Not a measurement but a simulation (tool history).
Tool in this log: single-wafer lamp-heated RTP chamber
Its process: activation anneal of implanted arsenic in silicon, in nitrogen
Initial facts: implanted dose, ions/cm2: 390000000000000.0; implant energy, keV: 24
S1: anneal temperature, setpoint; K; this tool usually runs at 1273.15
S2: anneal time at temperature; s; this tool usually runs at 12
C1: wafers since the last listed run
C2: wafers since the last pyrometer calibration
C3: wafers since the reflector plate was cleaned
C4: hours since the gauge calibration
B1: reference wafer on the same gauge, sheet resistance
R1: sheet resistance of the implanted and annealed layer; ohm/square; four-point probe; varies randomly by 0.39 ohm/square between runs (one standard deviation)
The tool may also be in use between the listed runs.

run    day       S1  S2   C1    C2     C3    C4      B1      R1
  1      0  1260.15  12    0  6926   7820  30.6  235.84  259.17
  2  0.658  1284.15  12  343  7270   8164  46.4  235.87  257.48
  3  0.967  1284.15  12  161  7431   8325  53.8  236.03  256.32
  4  1.392  1284.15  12  222  7653   8547    64  235.97   256.8
  5  1.879  1273.15  12  254  7908   8801  75.7  235.94  257.81
  6  2.433  1273.15  12  289  8198   9091    89  235.99  258.17
     2.754  -- gauge calibrated
      3.15  -- pyrometer window cleaned and pyrometer calibrated
  7  3.171  1273.15  12  211    11   9302    10  236.05  257.46
  8  3.371  1273.15  12  104   116   9407  14.8  235.91  258.58
  9  3.733  1273.15  12  189   305   9596  23.5  235.85   257.9
 10  4.275  1273.15  12  283   588   9879  36.5  236.03  257.68
 11  4.796  1282.15  12  272   861  10151    49  235.94  257.54
 12  5.454  1255.15  12  343  1205  10495  64.8  236.03  259.39
 13  5.733  1273.15   6  145  1350  10641  71.5  236.08  261.21
     6.246  -- reflector plate cleaned
 14  6.267  1302.15  12  104  1455     11  84.3  236.01  255.36
 15  6.279  1292.15  14    6  1461     18  84.6  236.05  256.17
 16  6.675  1273.15  12  206  1668    224  94.1  235.99  258.03
     6.858  -- gauge calibrated
 17  7.267  1273.15   9  309  1977    534   9.8  236.04  259.74
 18  7.583  1273.15  12  165  2143    699  17.4  235.98  258.47
 19  7.979  1273.15  12  206  2350    906  26.9  236.09   257.9
 20  8.233  1300.15   6  132  2483   1039    33  235.96  258.57

Take each entry between the runs: how does the hidden state at the last listed run before it differ from the hidden state at the first listed run after it?
From run 6 to run 7: gauge calibrated (day 2.754); pyrometer window cleaned and pyrometer calibrated (day 3.15)
  no difference in the tool's unlogged condition between these two runs
From run 13 to run 14: reflector plate cleaned (day 6.246)
  no difference in the tool's unlogged condition between these two runs
From run 16 to run 17: gauge calibrated (day 6.858)
  no difference in the tool's unlogged condition between these two runs
